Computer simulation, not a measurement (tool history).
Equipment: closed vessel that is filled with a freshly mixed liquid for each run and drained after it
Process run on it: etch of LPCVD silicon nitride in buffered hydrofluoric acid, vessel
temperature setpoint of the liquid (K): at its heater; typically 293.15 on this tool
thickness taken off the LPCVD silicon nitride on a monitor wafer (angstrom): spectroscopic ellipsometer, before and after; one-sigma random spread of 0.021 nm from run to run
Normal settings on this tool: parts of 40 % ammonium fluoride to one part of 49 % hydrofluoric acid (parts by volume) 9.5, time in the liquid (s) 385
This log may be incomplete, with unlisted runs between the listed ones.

| run | day | temperature setpoint of the liquid (K) | parts of 40 % ammonium fluoride to one part of 49 % hydrofluoric acid (parts by volume) | time in the liquid (s) | wafers since the last listed run | hours since the thermometer was replaced | hours since the hydrofluoric acid flow meter was replaced | hours since the gauge calibration | read-back film thickness of the LPCVD silicon nitride reference wafer, read on the same gauge (nm) | thickness taken off the LPCVD silicon nitride on a monitor wafer (angstrom) |
|---|---|---|---|---|---|---|---|---|---|---|
| 1 | 0 | 293.15 | 9.5 | 385 | 0 | 780.9 | 532 | 323.2 | 99.978 | 43.26 |
| 2 | 0.621 | 293.15 | 9.5 | 385 | 1569 | 795.8 | 546.9 | 338.1 | 100.013 | 42.94 |
|  | 0.671 | gauge calibrated |
| 3 | 1.446 | 293.15 | 9.5 | 385 | 2085 | 815.6 | 566.7 | 18.6 | 100.014 | 42.96 |
| 4 | 2.888 | 291.15 | 9.5 | 385 | 3644 | 850.2 | 601.3 | 53.2 | 99.981 | 38.48 |
| 5 | 3.771 | 295.15 | 9.5 | 385 | 2233 | 871.4 | 622.5 | 74.4 | 100.007 | 48.13 |
| 6 | 4.783 | 295.15 | 9.5 | 385 | 2559 | 895.7 | 646.8 | 98.7 | 100.007 | 47.97 |
| 7 | 6.038 | 295.15 | 9.5 | 385 | 3170 | 925.8 | 676.9 | 128.8 | 100.005 | 47.71 |
| 8 | 6.617 | 293.15 | 9.5 | 385 | 1464 | 939.7 | 690.8 | 142.7 | 99.991 | 42.91 |
| 9 | 7.825 | 293.15 | 9.5 | 385 | 3054 | 968.7 | 719.8 | 171.7 | 100.002 | 42.72 |
| 10 | 8.992 | 293.15 | 9.5 | 385 | 2949 | 996.7 | 747.8 | 199.7 | 100.006 | 43.15 |
| 11 | 9.729 | 293.15 | 9.5 | 255 | 1864 | 1014.4 | 765.5 | 217.4 | 100.002 | 28.36 |
| 12 | 10.658 | 293.15 | 9.5 | 255 | 2349 | 1036.7 | 787.8 | 239.7 | 100.008 | 28.33 |
| 13 | 11.417 | 293.15 | 9.5 | 520 | 1917 | 1054.9 | 806 | 257.9 | 99.997 | 57.67 |
| 14 | 11.996 | 293.15 | 9.5 | 520 | 1464 | 1068.8 | 819.9 | 271.8 | 99.987 | 57.81 |
|  | 12.517 | hydrofluoric acid flow meter replaced |
| 15 | 12.538 | 293.15 | 9.5 | 520 | 1264 | 1081.8 | 0.5 | 284.8 | 99.98 | 58.14 |
|  | 12.992 | gauge calibrated |
| 16 | 13.033 | 293.15 | 11.5 | 385 | 1253 | 1093.7 | 12.4 | 1 | 100.008 | 36.21 |
| 17 | 13.579 | 290.15 | 11 | 190 | 1380 | 1106.8 | 25.5 | 14.1 | 100.005 | 15.8 |
| 18 | 14.925 | 293.15 | 9.5 | 590 | 3402 | 1139.1 | 57.8 | 46.4 | 100.017 | 65.25 |
|  | 15.162 | thermometer replaced |
| 19 | 15.65 | 290.15 | 9.5 | 385 | 1727 | 11.7 | 75.2 | 63.8 | 100.017 | 35.83 |
| 20 | 16.546 | 290.15 | 11 | 190 | 2264 | 33.2 | 96.7 | 85.3 | 99.987 | 15.79 |
| 21 | 17.95 | 297.15 | 5.5 | 385 | 3550 | 66.9 | 130.4 | 119 | 99.972 | 89.8 |
| 22 | 18.888 | 297.65 | 9.5 | 385 | 2370 | 89.4 | 152.9 | 141.5 | 100.006 | 55.27 |
| 23 | 19.883 | 293.15 | 11 | 385 | 2517 | 113.3 | 176.8 | 165.4 | 99.999 | 37.76 |
| 24 | 21.238 | 290.15 | 12 | 555 | 3423 | 145.8 | 209.3 | 197.9 | 99.995 | 42.49 |
| 25 | 22.288 | 293.15 | 11 | 285 | 2654 | 171 | 234.5 | 223.1 | 100.016 | 28.2 |
| 26 | 23.442 | 293.15 | 9.5 | 385 | 2918 | 198.7 | 262.2 | 250.8 | 100.023 | 42.7 |
| 27 | 24.238 | 295.65 | 11.5 | 240 | 2012 | 217.8 | 281.3 | 269.9 | 100.006 | 25.9 |
| 28 | 24.779 | 293.15 | 9.5 | 385 | 1369 | 230.8 | 294.3 | 282.9 | 99.983 | 43.1 |
|  | 25.921 | gauge calibrated |
| 29 | 26.258 | 291.15 | 9.5 | 385 | 3739 | 266.3 | 329.8 | 8.1 | 100.012 | 38.06 |
| 30 | 27.321 | 293.15 | 12.5 | 385 | 2686 | 291.8 | 355.3 | 33.6 | 99.998 | 33.37 |

Predict each of these 4 candidate next runs independently; none follows another, all start after run 30:
| A | 27.354 | 293.15 | 9.5 | 385 | 84 | 292.6 | 356.1 | 34.4 | ? | ? |
| B | 27.354 | 296.15 | 12 | 385 | 84 | 292.6 | 356.1 | 34.4 | ? | ? |
| C | 27.354 | 295.65 | 8.5 | 195 | 84 | 292.6 | 356.1 | 34.4 | ? | ? |
| D | 27.354 | 294.65 | 7.5 | 385 | 84 | 292.6 | 356.1 | 34.4 | ? | ? |

| run | read-back film thickness of the LPCVD silicon nitride reference wafer, read on the same gauge (nm) | thickness taken off the LPCVD silicon nitride on a monitor wafer (angstrom) |
|---|---|---|
| A | 100.016 | 43.33 |
| B | 100.016 | 41.48 |
| C | 100.016 | 27.76 |
| D | 100.016 | 59.39 |
With the hidden condition removed and each run's random variation left untouched, the same runs would have given:
| run | thickness taken off the LPCVD silicon nitride on a monitor wafer (angstrom) |
|---|---|
| A | 43.33 |
| B | 41.48 |
| C | 27.76 |
| D | 59.39 |

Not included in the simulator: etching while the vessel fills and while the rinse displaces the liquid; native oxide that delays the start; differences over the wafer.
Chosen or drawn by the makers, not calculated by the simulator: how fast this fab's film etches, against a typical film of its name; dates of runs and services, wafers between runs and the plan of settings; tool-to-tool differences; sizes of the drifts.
